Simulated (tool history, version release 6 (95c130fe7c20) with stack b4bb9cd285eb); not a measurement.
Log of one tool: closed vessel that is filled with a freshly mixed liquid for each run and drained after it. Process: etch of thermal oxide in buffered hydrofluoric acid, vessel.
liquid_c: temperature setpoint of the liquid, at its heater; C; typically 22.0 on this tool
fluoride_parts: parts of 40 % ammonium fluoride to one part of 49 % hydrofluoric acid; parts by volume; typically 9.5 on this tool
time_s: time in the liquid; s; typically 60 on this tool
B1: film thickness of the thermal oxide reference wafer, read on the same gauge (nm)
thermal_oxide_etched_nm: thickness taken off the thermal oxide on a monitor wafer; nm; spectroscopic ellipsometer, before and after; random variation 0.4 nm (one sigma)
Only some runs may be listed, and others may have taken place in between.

Run 1, hour 0.0: usual settings; B1 100.02. Result: thermal_oxide_etched_nm 76.20 nm.
Run 2, hour 43.5: usual settings but fluoride_parts 8.5 parts by volume; B1 99.99. Result: thermal_oxide_etched_nm 86.18 nm.
Run 3, hour 55.7: usual settings but fluoride_parts 8.5 parts by volume; B1 100.00. Result: thermal_oxide_etched_nm 86.40 nm.
At hour 68.7: gauge calibrated.
Run 4, hour 73.3: usual settings but time_s 65 s; B1 99.98. Result: thermal_oxide_etched_nm 82.21 nm.
Run 5, hour 89.1: usual settings but time_s 80 s; B1 100.01. Result: thermal_oxide_etched_nm 101.77 nm.
At hour 95.2: thermometer replaced.
Run 6, hour 98.6: usual settings but time_s 80 s; B1 100.03. Result: thermal_oxide_etched_nm 102.27 nm.
Run 7, hour 115.7: usual settings but time_s 80 s; B1 100.01. Result: thermal_oxide_etched_nm 101.72 nm.
Run 8, hour 133.0: usual settings; B1 99.99. Result: thermal_oxide_etched_nm 75.84 nm.
Run 9, hour 139.0: usual settings but liquid_c 24.5 C; B1 100.02. Result: thermal_oxide_etched_nm 88.57 nm.
Run 10, hour 155.8: usual settings but liquid_c 24.5 C; B1 100.00. Result: thermal_oxide_etched_nm 88.07 nm.
At hour 159.9: hydrofluoric acid flow meter replaced.
Run 11, hour 162.4: usual settings but liquid_c 19.0 C, fluoride_parts 12.0 parts by volume; B1 100.01. Result: thermal_oxide_etched_nm 56.74 nm.
Run 12, hour 172.7: usual settings; B1 99.97. Result: thermal_oxide_etched_nm 82.82 nm.
Run 13, hour 187.8: usual settings; B1 100.01. Result: thermal_oxide_etched_nm 82.31 nm.
Run 14, hour 195.8: usual settings but liquid_c 19.0 C, fluoride_parts 8.5 parts by volume, time_s 40 s; B1 99.99. Result: thermal_oxide_etched_nm 52.05 nm.
Run 15, hour 212.6: usual settings but liquid_c 18.0 C, fluoride_parts 6.0 parts by volume, time_s 50 s; B1 99.98. Result: thermal_oxide_etched_nm 84.36 nm.
Run 16, hour 228.5: usual settings but liquid_c 19.0 C, fluoride_parts 7.5 parts by volume, time_s 80 s; B1 100.01. Result: thermal_oxide_etched_nm 118.90 nm.
At hour 234.3: hydrofluoric acid flow meter replaced, repeated, since the last time left the tool worse.
Run 17, hour 241.4: usual settings; B1 100.00. Result: thermal_oxide_etched_nm 72.05 nm.
Run 18, hour 257.8: usual settings but liquid_c 25.5 C, fluoride_parts 8.0 parts by volume, time_s 80 s; B1 99.99. Result: thermal_oxide_etched_nm 138.26 nm.
Run 19, hour 275.4: usual settings but fluoride_parts 8.5 parts by volume, time_s 30 s; B1 100.00. Result: thermal_oxide_etched_nm 39.73 nm.
Run 20, hour 282.0: usual settings but liquid_c 23.5 C, fluoride_parts 13.5 parts by volume; B1 100.01. Result: thermal_oxide_etched_nm 56.16 nm.
Run 21, hour 289.8: usual settings but liquid_c 24.0 C, fluoride_parts 12.5 parts by volume, time_s 45 s; B1 99.99. Result: thermal_oxide_etched_nm 46.87 nm.
Run 22, hour 301.8: usual settings but liquid_c 18.0 C, fluoride_parts 13.5 parts by volume, time_s 30 s; B1 100.04. Result: thermal_oxide_etched_nm 20.92 nm.
Run 23, hour 318.2: usual settings but time_s 90 s; B1 99.99. Result: thermal_oxide_etched_nm 109.06 nm.
Run 24, hour 331.7: usual settings; B1 100.01. Result: thermal_oxide_etched_nm 72.97 nm.
Run 25, hour 349.0: usual settings but liquid_c 25.5 C, fluoride_parts 11.5 parts by volume, time_s 30 s; B1 99.99. Result: thermal_oxide_etched_nm 36.99 nm.
Run 26, hour 358.7: usual settings; B1 99.98. Result: thermal_oxide_etched_nm 71.96 nm.
Run 27, hour 366.4: usual settings but liquid_c 26.0 C, fluoride_parts 10.5 parts by volume, time_s 85 s; B1 99.99. Result: thermal_oxide_etched_nm 118.50 nm.
Run 28, hour 383.9: usual settings; B1 99.97. Result: thermal_oxide_etched_nm 72.18 nm.
Run 29, hour 395.9: usual settings but liquid_c 18.0 C, time_s 40 s; B1 100.03. Result: thermal_oxide_etched_nm 38.23 nm.
Run 30, hour 411.4: usual settings but liquid_c 25.5 C, time_s 85 s; B1 100.02. Result: thermal_oxide_etched_nm 123.80 nm.
Run 31, hour 426.2: usual settings; B1 100.00. Result: thermal_oxide_etched_nm 72.63 nm.
Run 32, hour 439.3: usual settings; B1 100.00. Result: thermal_oxide_etched_nm 73.14 nm.
Run 33, hour 453.2: usual settings but fluoride_parts 12.0 parts by volume, time_s 40 s; B1 100.01. Result: thermal_oxide_etched_nm 39.27 nm.
Run 34, hour 460.0: usual settings; B1 100.00. Result: thermal_oxide_etched_nm 72.14 nm.

Branching from run 34: 3 alternative next runs. What would each branch give?
Run A, hour 460.7: usual settings; B1 ?. Result: thermal_oxide_etched_nm ?.
Run B, hour 460.7: usual settings but liquid_c 20.0 C, fluoride_parts 12.0 parts by volume, time_s 95 s; B1 ?. Result: thermal_oxide_etched_nm ?.
Run C, hour 460.7: usual settings but fluoride_parts 11.5 parts by volume, time_s 50 s; B1 ?. Result: thermal_oxide_etched_nm ?.

run     B1  thermal_oxide_etched_nm
  A  99.98                    72.93
  B  99.98                    84.01
  C  99.98                    51.53
Without the tool's unlogged condition, the same runs would have read:
run  thermal_oxide_etched_nm
  A                    72.49
  B                    83.23
  C                    51.04
